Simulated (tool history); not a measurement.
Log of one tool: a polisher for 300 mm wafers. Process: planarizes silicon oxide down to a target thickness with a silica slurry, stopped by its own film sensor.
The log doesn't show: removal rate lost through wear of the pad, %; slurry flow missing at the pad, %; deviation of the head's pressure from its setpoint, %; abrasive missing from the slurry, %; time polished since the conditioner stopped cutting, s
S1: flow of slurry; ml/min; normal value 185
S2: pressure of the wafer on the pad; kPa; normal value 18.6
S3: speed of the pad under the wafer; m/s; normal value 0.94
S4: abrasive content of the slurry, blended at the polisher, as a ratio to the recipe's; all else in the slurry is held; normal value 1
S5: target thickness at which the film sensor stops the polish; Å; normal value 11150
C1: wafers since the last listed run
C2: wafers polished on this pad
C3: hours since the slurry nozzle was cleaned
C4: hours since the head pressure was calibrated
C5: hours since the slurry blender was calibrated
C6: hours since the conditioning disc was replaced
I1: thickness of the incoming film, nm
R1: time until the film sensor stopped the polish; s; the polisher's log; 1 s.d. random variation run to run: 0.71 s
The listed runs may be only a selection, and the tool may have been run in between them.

Run 1, hour 0: usual settings; C1 0; C2 2245; C3 139.9; C4 199.5; C5 220.9; C6 224.8; I1 1289. Result: R1 81.3 s.
Run 2, hour 49.9: usual settings; C1 596; C2 2841; C3 189.8; C4 249.4; C5 270.8; C6 274.7; I1 1273. Result: R1 74 s.
Run 3, hour 104.2: usual settings but S1 240 ml/min, S5 11440 Å; C1 649; C2 3490; C3 244.1; C4 303.7; C5 325.1; C6 329; I1 1290.7. Result: R1 67 s.
Run 4, hour 162.1: usual settings; C1 692; C2 4182; C3 302; C4 361.6; C5 383; C6 386.9; I1 1269.1. Result: R1 74.5 s.
Run 5, hour 194.1: usual settings but S2 15.2 kPa, S3 1.22 m/s, S4 1.1; C1 382; C2 4565; C3 334; C4 393.6; C5 415; C6 418.9; I1 1256.7. Result: R1 63.7 s.
Run 6, hour 241.9: usual settings but S1 235 ml/min, S3 1.02 m/s, S4 1.25; C1 571; C2 5136; C3 381.8; C4 441.4; C5 462.8; C6 466.7; I1 1275.7. Result: R1 62.4 s.
At hour 269.9: slurry blender recalibrated.
Run 7, hour 300: usual settings but S4 1.3; C1 670; C2 5807; C3 439.9; C4 499.5; C5 30.1; C6 524.8; I1 1284.2. Result: R1 72.9 s.
At hour 306: worn pad replaced by a new one.
At hour 333.7: conditioning disc replaced and pad reconditioned.
Run 8, hour 334.2: usual settings but S1 250 ml/min, S2 23.4 kPa; C1 337; C2 313; C3 474.1; C4 533.7; C5 64.3; C6 0.5; I1 1252.2. Result: R1 49 s.
Run 9, hour 389.5: usual settings but S1 135 ml/min; C1 661; C2 974; C3 529.4; C4 589; C5 119.6; C6 55.8; I1 1274.6. Result: R1 78.8 s.
Run 10, hour 433.4: usual settings but S1 240 ml/min, S4 1.2, S5 10870 Å; C1 524; C2 1499; C3 573.3; C4 632.9; C5 163.5; C6 99.7; I1 1273.4. Result: R1 77 s.
Run 11, hour 506.9: usual settings but S5 11520 Å; C1 878; C2 2378; C3 646.8; C4 706.4; C5 237; C6 173.2; I1 1248.5. Result: R1 44.8 s.
Run 12, hour 554.3: usual settings but S1 155 ml/min, S2 22.1 kPa, S3 1.1 m/s, S4 1.2; C1 566; C2 2944; C3 694.2; C4 753.8; C5 284.4; C6 220.6; I1 1254.2. Result: R1 46.2 s.
At hour 583.4: head pressure recalibrated.
At hour 585.5: slurry nozzle cleaned.
Run 13, hour 621.6: usual settings but S2 13.1 kPa, S3 1.22 m/s, S5 11370 Å; C1 768; C2 3713; C3 36.1; C4 38.2; C5 351.7; C6 287.9; I1 1266.7. Result: R1 69.9 s.
Run 14, hour 683.6: usual settings but S1 215 ml/min, S2 24.1 kPa; C1 741; C2 4454; C3 98.1; C4 100.2; C5 413.7; C6 349.9; I1 1286.9. Result: R1 62.5 s.
Run 15, hour 756.3: usual settings but S1 240 ml/min, S2 21.4 kPa, S4 0.85; C1 869; C2 5323; C3 170.8; C4 172.9; C5 486.4; C6 422.6; I1 1266.9. Result: R1 68.6 s.
At hour 787.8: slurry blender recalibrated.
At hour 849.7: worn pad replaced by a new one.
Run 16, hour 964.9: usual settings; C1 2421; C2 1376; C3 379.4; C4 381.5; C5 177.1; C6 631.2; I1 1259.5. Result: R1 70.8 s.
At hour 970.4: conditioning disc replaced and pad reconditioned.
Run 17, hour 1001.5: usual settings but S2 23.4 kPa, S3 1.22 m/s; C1 413; C2 1790; C3 416; C4 418.1; C5 213.7; C6 31.1; I1 1278. Result: R1 50.2 s.
Run 18, hour 1035.6: usual settings; C1 407; C2 2198; C3 450.1; C4 452.2; C5 247.8; C6 65.2; I1 1257.6. Result: R1 66.4 s.
Run 19, hour 1095.2: usual settings but S1 150 ml/min, S3 0.66 m/s, S4 1.1; C1 712; C2 2910; C3 509.7; C4 511.8; C5 307.4; C6 124.8; I1 1289.6. Result: R1 106.7 s.
Run 20, hour 1150.5: usual settings but S2 16.5 kPa, S4 1.25, S5 10830 Å; C1 661; C2 3571; C3 565; C4 567.1; C5 362.7; C6 180.1; I1 1248.8. Result: R1 77.6 s.
Run 21, hour 1202.2: usual settings but S4 0.9; C1 618; C2 4189; C3 616.7; C4 618.8; C5 414.4; C6 231.8; I1 1279.3. Result: R1 82.5 s.
At hour 1234.5: slurry nozzle cleaned.
Run 22, hour 1258: usual settings; C1 655; C2 4844; C3 23.5; C4 674.6; C5 470.2; C6 287.6; I1 1281.9. Result: R1 78.1 s.
Run 23, hour 1325.2: usual settings but S2 23.4 kPa, S3 1.18 m/s, S4 1.1, S5 10870 Å; C1 803; C2 5648; C3 90.7; C4 741.8; C5 537.4; C6 354.8; I1 1287. Result: R1 61.2 s.
At hour 1336.9: slurry blender recalibrated.
At hour 1384.2: head pressure recalibrated.
Run 24, hour 1391.4: usual settings but S1 225 ml/min; C1 743; C2 6391; C3 156.9; C4 7.2; C5 54.5; C6 421; I1 1264.3. Result: R1 69.7 s.
Run 25, hour 1424.8: usual settings but S4 0.8, S5 11370 Å; C1 399; C2 6791; C3 190.3; C4 40.6; C5 87.9; C6 454.4; I1 1281.2. Result: R1 80.7 s.

Here are 4 independent what-if runs from the current tool condition. What would each one return?
Run A, hour 1425.3: usual settings; C1 5; C2 6797; C3 190.8; C4 41.1; C5 88.4; C6 454.9; I1 1245.9. Result: R1 ?.
Run B, hour 1425.3: usual settings but S5 11670 Å; C1 5; C2 6797; C3 190.8; C4 41.1; C5 88.4; C6 454.9; I1 1245.9. Result: R1 ?.
Run C, hour 1425.3: usual settings but S1 215 ml/min, S2 23.4 kPa, S3 0.72 m/s, S5 11590 Å; C1 5; C2 6797; C3 190.8; C4 41.1; C5 88.4; C6 454.9; I1 1245.9. Result: R1 ?.
Run D, hour 1425.3: usual settings but S1 210 ml/min, S4 1.25, S5 10820 Å; C1 5; C2 6797; C3 190.8; C4 41.1; C5 88.4; C6 454.9; I1 1245.9. Result: R1 ?.

run    R1
  A    63
  B    38
  C  40.2
  D  68.6
Had the tool no hidden state, the same runs would have come out as:
run    R1
  A  60.5
  B  36.4
  C  38.6
  D  65.8
